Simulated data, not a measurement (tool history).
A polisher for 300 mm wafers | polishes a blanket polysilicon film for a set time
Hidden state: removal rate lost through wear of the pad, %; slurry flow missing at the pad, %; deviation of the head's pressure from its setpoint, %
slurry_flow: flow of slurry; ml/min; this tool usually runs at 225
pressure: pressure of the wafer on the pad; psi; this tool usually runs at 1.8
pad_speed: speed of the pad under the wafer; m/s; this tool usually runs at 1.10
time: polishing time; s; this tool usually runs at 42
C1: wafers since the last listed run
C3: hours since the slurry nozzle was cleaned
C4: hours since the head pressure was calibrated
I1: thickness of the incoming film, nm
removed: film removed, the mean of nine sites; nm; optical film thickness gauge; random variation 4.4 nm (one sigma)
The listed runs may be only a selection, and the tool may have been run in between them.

Run 1, hour 0.0: usual settings; C1 0; wafers polished on this pad 2594; C3 302.6; C4 373.6; I1 2267.7. Result: removed 278.6 nm.
At hour 0.5: worn pad replaced by a new one.
Run 2, hour 56.2: usual settings; C1 658; wafers polished on this pad 658; C3 358.8; C4 429.8; I1 2278.2. Result: removed 282.1 nm.
Run 3, hour 85.7: usual settings; C1 348; wafers polished on this pad 1006; C3 388.3; C4 459.3; I1 2335.1. Result: removed 282.8 nm.
Run 4, hour 131.1: usual settings; C1 536; wafers polished on this pad 1543; C3 433.7; C4 504.7; I1 2295.2. Result: removed 279.7 nm.
Run 5, hour 158.3: usual settings; C1 321; wafers polished on this pad 1864; C3 460.9; C4 531.9; I1 2287.4. Result: removed 279.6 nm.
At hour 182.8: worn pad replaced by a new one.
Run 6, hour 191.3: usual settings but slurry_flow 280 ml/min; C1 342; wafers polished on this pad 100; C3 493.9; C4 564.9; I1 2305.3. Result: removed 301.7 nm.
At hour 207.7: slurry nozzle cleaned.
Run 7, hour 241.2: usual settings but slurry_flow 280 ml/min; C1 577; wafers polished on this pad 677; C3 33.5; C4 614.8; I1 2313.5. Result: removed 295.0 nm.
Run 8, hour 267.1: usual settings but slurry_flow 280 ml/min; C1 305; wafers polished on this pad 983; C3 59.4; C4 640.7; I1 2290.9. Result: removed 295.3 nm.
Run 9, hour 310.5: usual settings; C1 512; wafers polished on this pad 1496; C3 102.8; C4 684.1; I1 2273.5. Result: removed 284.4 nm.
Run 10, hour 377.3: usual settings but slurry_flow 285 ml/min, time 52 s; C1 789; wafers polished on this pad 2285; C3 169.6; C4 750.9; I1 2261.9. Result: removed 364.8 nm.
At hour 400.5: worn pad replaced by a new one.
Run 11, hour 438.7: usual settings but slurry_flow 170 ml/min, pressure 1.3 psi, pad_speed 0.82 m/s, time 54 s; C1 678; wafers polished on this pad 451; C3 231.0; C4 812.3; I1 2280.6. Result: removed 187.1 nm.
Run 12, hour 493.0: usual settings; C1 641; wafers polished on this pad 1093; C3 285.3; C4 866.6; I1 2264.7. Result: removed 286.8 nm.
Run 13, hour 545.2: usual settings but slurry_flow 165 ml/min, pressure 1.2 psi, pad_speed 0.90 m/s, time 51 s; C1 616; wafers polished on this pad 1709; C3 337.5; C4 918.8; I1 2301.4. Result: removed 175.9 nm.
Run 14, hour 606.0: usual settings but time 34 s; C1 718; wafers polished on this pad 2427; C3 398.3; C4 979.6; I1 2303.9. Result: removed 226.4 nm.
At hour 627.9: worn pad replaced by a new one.
At hour 644.2: head pressure recalibrated.
Run 15, hour 670.8: usual settings but slurry_flow 160 ml/min, pressure 2.4 psi, time 55 s; C1 694; wafers polished on this pad 483; C3 463.1; C4 26.6; I1 2306.5. Result: removed 472.3 nm.
At hour 678.1: slurry nozzle cleaned.
At hour 817.5: worn pad replaced by a new one.
Run 16, hour 870.9: usual settings but pressure 1.6 psi; C1 2304; wafers polished on this pad 630; C3 192.8; C4 226.7; I1 2273.5. Result: removed 248.3 nm.
Run 17, hour 928.6: usual settings but slurry_flow 285 ml/min, time 52 s; C1 681; wafers polished on this pad 1312; C3 250.5; C4 284.4; I1 2296.2. Result: removed 343.5 nm.
Run 18, hour 996.6: usual settings but pad_speed 0.88 m/s; C1 803; wafers polished on this pad 2115; C3 318.5; C4 352.4; I1 2276.0. Result: removed 221.1 nm.

Alternative continuations, all from the tool just after run 18; predict every row:
Run A, hour 997.0: usual settings but time 54 s; C1 4; wafers polished on this pad 2120; C3 318.9; C4 352.8; I1 2292.3. Result: removed ?.
Run B, hour 997.0: usual settings but slurry_flow 175 ml/min; C1 4; wafers polished on this pad 2120; C3 318.9; C4 352.8; I1 2292.3. Result: removed ?.
Run C, hour 997.0: usual settings but pad_speed 0.94 m/s; C1 4; wafers polished on this pad 2120; C3 318.9; C4 352.8; I1 2292.3. Result: removed ?.
Run D, hour 997.0: usual settings but slurry_flow 165 ml/min; C1 4; wafers polished on this pad 2120; C3 318.9; C4 352.8; I1 2292.3. Result: removed ?.

run  removed
  A    356.4
  B    267.9
  C    236.9
  D    265.4
What these runs would have given with no unlogged condition in the tool:
run  removed
  A    380.0
  B    285.7
  C    252.6
  D    283.0

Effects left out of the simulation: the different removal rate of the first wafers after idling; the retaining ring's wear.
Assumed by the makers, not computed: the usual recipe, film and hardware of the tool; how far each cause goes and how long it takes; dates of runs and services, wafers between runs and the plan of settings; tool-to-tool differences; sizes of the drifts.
